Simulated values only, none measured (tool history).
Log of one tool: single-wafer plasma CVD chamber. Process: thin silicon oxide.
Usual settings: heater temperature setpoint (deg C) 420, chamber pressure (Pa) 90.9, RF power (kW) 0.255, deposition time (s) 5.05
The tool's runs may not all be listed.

run	hour	heater temperature setpoint (deg C)	chamber pressure (Pa)	RF power (kW)	deposition time (s)	wafers since the last listed run	hours since the last thermocouple change	hours since the last RF generator calibration	hours since the last manometer calibration	hours since the showerhead was replaced	hours since the gauge calibration	read-back reference wafer on the same gauge, thickness_nm	mean film thickness on the monitor wafer (angstrom)
1	0.0	420	90.9	0.255	5.05	0	1414.7	576.4	1599.2	3068.9	348.2	5.875	70.10
2	26.2	420	101.5	0.255	5.05	1167	1440.9	602.6	1625.4	3095.1	374.4	5.884	78.50
3	38.6	420	101.5	0.255	5.05	552	1453.3	615.0	1637.8	3107.5	386.8	5.880	78.29
4	64.8	420	90.9	0.255	5.05	1167	1479.5	641.2	1664.0	3133.7	413.0	5.880	70.81
5	100.6	420	90.9	0.255	5.05	1595	1515.3	677.0	1699.8	3169.5	448.8	5.889	70.70
6	130.6	420	90.9	0.255	5.05	1337	1545.3	707.0	1729.8	3199.5	478.8	5.885	69.74
7	199.3	420	90.9	0.255	5.05	3062	1614.0	775.7	1798.5	3268.2	547.5	5.873	70.01
8	224.2	420	90.9	0.255	5.05	1109	1638.9	800.6	1823.4	3293.1	572.4	5.880	69.98
9	255.2	420	90.9	0.255	5.05	1381	1669.9	831.6	1854.4	3324.1	603.4	5.884	70.60
10	290.3	420	90.9	0.255	5.05	1564	1705.0	866.7	1889.5	3359.2	638.5	5.871	70.18
11	309.1	420	90.9	0.255	5.05	837	1723.8	885.5	1908.3	3378.0	657.3	5.885	70.19
12	330.3	420	90.9	0.255	5.05	944	1745.0	906.7	1929.5	3399.2	678.5	5.883	69.88
13	352.2	420	90.9	0.255	5.05	976	1766.9	928.6	1951.4	3421.1	700.4	5.868	69.66
14	367.0	420	90.9	0.255	5.05	659	1781.7	943.4	1966.2	3435.9	715.2	5.874	69.92
# hour 377.8: capacitance manometer re-zeroed and calibrated
15	379.5	420	90.9	0.255	5.05	200	1794.2	955.9	1.7	3448.4	727.7	5.879	69.94
# hour 400.9: showerhead replaced
16	401.4	420	90.9	0.255	5.05	619	1816.1	977.8	23.6	0.5	749.6	5.888	70.04
17	430.3	428	99.2	0.255	4.12	1288	1845.0	1006.7	52.5	29.4	778.5	5.871	62.36
18	445.6	420	90.9	0.255	5.05	681	1860.3	1022.0	67.8	44.7	793.8	5.882	70.24
19	461.3	420	90.9	0.255	5.05	699	1876.0	1037.7	83.5	60.4	809.5	5.885	70.37
# hour 479.8: thermocouple changed; heater temperature recalibrated
20	481.8	434	90.9	0.210	5.05	557	2.0	1058.2	104.0	80.9	830.0	5.884	65.61
21	510.7	420	90.9	0.255	5.05	1288	30.9	1087.1	132.9	109.8	858.9	5.883	70.52
# hour 511.2: gauge calibrated
22	538.0	434	84.1	0.220	4.64	1216	58.2	1114.4	160.2	137.1	26.8	5.877	56.67
# hour 572.5: RF generator calibrated
23	573.0	433	105.3	0.255	4.67	1203	93.2	0.5	195.2	172.1	61.8	5.875	75.36
24	603.1	420	85.2	0.205	4.32	1341	123.3	30.6	225.3	202.2	91.9	5.882	53.78
25	633.9	433	90.9	0.255	6.00	1372	154.1	61.4	256.1	233.0	122.7	5.882	84.18
26	662.3	420	90.9	0.255	5.05	1265	182.5	89.8	284.5	261.4	151.1	5.896	71.18
27	679.3	420	90.9	0.275	5.61	757	199.5	106.8	301.5	278.4	168.1	5.884	80.32
28	714.3	431	90.9	0.270	5.05	1560	234.5	141.8	336.5	313.4	203.1	5.883	71.41
29	742.4	416	78.5	0.295	5.50	1252	262.6	169.9	364.6	341.5	231.2	5.894	70.10
30	754.6	420	90.9	0.255	4.50	543	274.8	182.1	376.8	353.7	243.4	5.882	63.21

Measured less the same run without the tool's hidden state. The same run-to-run variation is in both; the gauge's scatter may not be:
The hidden state here: wafer temperature above the value expected at the setpoint (K); delivered RF power above the setpoint (%); true pressure above the setpoint (%); gauge reads high (%).
run	mean film thickness on the monitor wafer (angstrom)
1	-1.28
2	-1.45
3	-1.47
4	-1.35
5	-1.37
6	-1.38
7	-1.43
8	-1.45
9	-1.48
10	-1.49
11	-1.51
12	-1.51
13	-1.51
14	-1.52
15	-1.53
16	-1.55
17	-1.38
18	-1.56
19	-1.58
20	-1.51
21	-1.59
22	-1.32
23	-0.11
24	-0.17
25	-0.38
26	-0.41
27	-0.52
28	-0.56
29	-0.60
30	-0.59
